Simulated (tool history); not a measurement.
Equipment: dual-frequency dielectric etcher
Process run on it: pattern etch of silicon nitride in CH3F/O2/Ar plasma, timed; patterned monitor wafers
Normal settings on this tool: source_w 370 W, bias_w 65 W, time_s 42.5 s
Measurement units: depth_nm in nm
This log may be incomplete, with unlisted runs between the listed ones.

run,day,source_w,bias_w,time_s,"read-back reference wafer on the same gauge, depth_nm",depth_nm
1,0.000,370,65,42.5,26.77,24.92
2,0.854,370,65,42.5,26.75,24.72
3,1.483,370,65,42.5,26.82,24.73
4,2.633,370,57,42.5,26.80,23.94
5,3.238,370,65,42.5,26.83,24.81
6,4.546,370,65,42.5,26.80,24.81
7,6.004,370,65,42.5,26.79,24.71
8,7.238,370,65,42.5,26.77,24.98
9,8.088,370,65,42.5,26.79,24.86
10,9.042,370,65,46.0,26.82,26.91
# day 10.917: upper electrode replaced
11,10.938,370,65,46.0,26.84,26.74
# day 11.358: bias power generator calibrated
12,11.400,370,65,46.0,26.83,26.77
13,14.679,330,65,42.5,26.81,24.01
14,18.104,340,51,46.0,26.80,24.28
15,18.892,370,57,31.0,26.80,17.39
16,20.304,370,65,42.5,26.83,24.76
# day 20.712: source power generator calibrated
17,21.392,430,55,55.0,26.81,32.14
# day 21.821: gauge calibrated
18,22.092,370,65,33.0,26.80,19.26
# day 23.517: wet clean of the chamber
19,23.538,280,65,42.5,26.81,22.73
20,23.758,410,65,42.5,26.81,25.90
21,25.167,370,65,42.5,26.80,24.81
22,25.746,370,65,42.5,26.79,24.77
23,26.308,370,55,50.5,26.81,28.03
24,27.308,370,65,42.5,26.77,24.80
25,28.658,430,55,55.0,26.81,32.11
26,29.367,420,53,48.0,26.81,27.58
27,30.688,430,52,49.5,26.78,28.35
28,31.517,410,65,53.5,26.80,32.44
29,32.108,430,73,32.5,26.81,20.67
30,33.121,370,65,42.5,26.80,24.89

Run-by-run hidden state of the tool:
etch rate over this chamber's usual, %: 0 in every run
source power that arrives over what is set, %: 0 in every run
bias power that arrives over what is set, %: 0 in every run
gauge reads high (%): 0 in every run
